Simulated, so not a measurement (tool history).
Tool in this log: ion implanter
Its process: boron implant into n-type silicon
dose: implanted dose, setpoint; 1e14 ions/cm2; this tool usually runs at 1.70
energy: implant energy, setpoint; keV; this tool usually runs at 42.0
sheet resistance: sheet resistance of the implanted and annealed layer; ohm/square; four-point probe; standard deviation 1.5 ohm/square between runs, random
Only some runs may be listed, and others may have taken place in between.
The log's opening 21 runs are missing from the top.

run     day  dose  energy  wafers since the last listed run  hours since the last dose calibration  hours since the extraction supply was calibrated  hours since the gauge calibration  read-back reference wafer on the same gauge, sheet resistance  sheet resistance
 22  27.042  1.70    42.0                               428                                  103.0                                             169.2                              303.2                                                         391.61            471.34
 23  28.042  1.89    53.0                               288                                  127.0                                             193.2                              327.2                                                         391.69            423.81
 24  29.329  2.03    42.0                               371                                  157.9                                             224.1                              358.1                                                         392.39            420.21
 25  30.250  1.70    42.0                               266                                  180.0                                             246.2                              380.2                                                         392.30            472.86
 26  31.571  2.10    33.0                               381                                  211.7                                             277.9                              411.9                                                         392.17            427.80
 27  32.075  1.48    50.5                               145                                  223.8                                             290.0                              424.0                                                         392.36            498.02
 28  33.038  1.44    28.5                               278                                  246.9                                             313.1                              447.1                                                         392.28            567.68
 29  33.604  2.01    42.0                               163                                  260.5                                             326.7                              460.7                                                         392.20            424.26
 30  34.900  1.92    42.0                               374                                  291.6                                             357.8                              491.8                                                         392.47            434.92
 31  35.600  1.70    42.0                               202                                  308.4                                             374.6                              508.6                                                         391.96            473.37
 32  36.650  1.84    49.5                               303                                  333.6                                             399.8                              533.8                                                         392.09            436.44
 33  37.200  1.19    32.0                               158                                  346.8                                             413.0                              547.0                                                         391.47            632.95
 34  38.196  1.70    42.0                               287                                  370.7                                             436.9                              570.9                                                         391.92            472.20
 35  39.204  1.70    42.0                               291                                  394.9                                             461.1                              595.1                                                         391.87            473.79

Forecast each of these 5 alternatives for the next run:
  A  39.221  1.70    42.0                                 4                                  395.3                                             461.5                              595.5                                                              ?                 ?
  B  39.221  1.39    35.5                                 4                                  395.3                                             461.5                              595.5                                                              ?                 ?
  C  39.221  1.88    55.0                                 4                                  395.3                                             461.5                              595.5                                                              ?                 ?
  D  39.221  1.43    48.5                                 4                                  395.3                                             461.5                              595.5                                                              ?                 ?
  E  39.221  1.91    50.0                                 4                                  395.3                                             461.5                              595.5                                                              ?                 ?

run  read-back reference wafer on the same gauge, sheet resistance  sheet resistance
  A                                                         391.90            474.19
  B                                                         391.90            559.13
  C                                                         391.90            423.56
  D                                                         391.90            517.40
  E                                                         391.90            426.42
With the hidden condition removed and each run's random variation left untouched, the same runs would have given:
run  sheet resistance
  A            472.40
  B            556.95
  C            422.00
  D            515.46
  E            424.83

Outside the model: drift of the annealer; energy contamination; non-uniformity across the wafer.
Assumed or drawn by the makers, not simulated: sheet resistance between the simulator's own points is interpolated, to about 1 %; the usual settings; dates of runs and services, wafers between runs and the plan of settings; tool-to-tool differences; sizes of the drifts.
